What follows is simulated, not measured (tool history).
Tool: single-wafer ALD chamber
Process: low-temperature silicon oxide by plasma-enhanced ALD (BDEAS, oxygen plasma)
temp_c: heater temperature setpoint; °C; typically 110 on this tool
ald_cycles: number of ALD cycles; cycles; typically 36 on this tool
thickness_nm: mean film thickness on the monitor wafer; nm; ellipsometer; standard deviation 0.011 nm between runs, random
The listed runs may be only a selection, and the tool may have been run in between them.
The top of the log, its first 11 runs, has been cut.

| run | hour | temp_c | ald_cycles | read-back reference wafer on the same gauge, thickness_nm | thickness_nm |
|---|---|---|---|---|---|
|  | 923.2 | gauge calibrated |
| 12 | 1024.4 | 110 | 39 | 5.301 | 4.967 |
| 13 | 1118.1 | 110 | 39 | 5.297 | 4.948 |
| 14 | 1282.3 | 110 | 33 | 5.297 | 4.208 |
|  | 1332.3 | thermocouple changed; heater temperature recalibrated |
| 15 | 1343.5 | 110 | 32 | 5.3 | 4.088 |
| 16 | 1429.7 | 110 | 40 | 5.3 | 5.118 |
| 17 | 1485.7 | 100 | 36 | 5.299 | 4.784 |
| 18 | 1613.3 | 121 | 38 | 5.305 | 4.729 |
| 19 | 1656.2 | 110 | 36 | 5.295 | 4.611 |
|  | 1692.1 | thermocouple changed; heater temperature recalibrated, repeated, since the last time left the tool worse |
| 20 | 1717.4 | 110 | 36 | 5.299 | 4.562 |
| 21 | 1775.1 | 110 | 36 | 5.305 | 4.533 |
| 22 | 1829.5 | 114 | 31 | 5.301 | 3.862 |
| 23 | 1908.7 | 104 | 38 | 5.3 | 4.873 |
| 24 | 1976.7 | 122 | 36 | 5.303 | 4.436 |
| 25 | 2075.4 | 122 | 36 | 5.298 | 4.451 |
| 26 | 2123.6 | 122 | 36 | 5.297 | 4.417 |
| 27 | 2171.4 | 98 | 36 | 5.302 | 4.745 |
| 28 | 2227.7 | 110 | 36 | 5.301 | 4.55 |
| 29 | 2301.6 | 123 | 36 | 5.303 | 4.432 |
| 30 | 2390.2 | 96 | 36 | 5.302 | 4.789 |

What if the next run were any one of these 5? Each begins from the tool's condition after run 30:
| A | 2390.7 | 101 | 36 | ? | ? |
| B | 2390.7 | 97 | 41 | ? | ? |
| C | 2390.7 | 119 | 36 | ? | ? |
| D | 2390.7 | 97 | 36 | ? | ? |
| E | 2390.7 | 102 | 36 | ? | ? |

| run | read-back reference wafer on the same gauge, thickness_nm | thickness_nm |
|---|---|---|
| A | 5.301 | 4.678 |
| B | 5.301 | 5.414 |
| C | 5.301 | 4.479 |
| D | 5.301 | 4.754 |
| E | 5.301 | 4.659 |
What these runs would have given with no unlogged condition in the tool:
| run | thickness_nm |
|---|---|
| A | 4.626 |
| B | 5.356 |
| C | 4.453 |
| D | 4.702 |
| E | 4.615 |
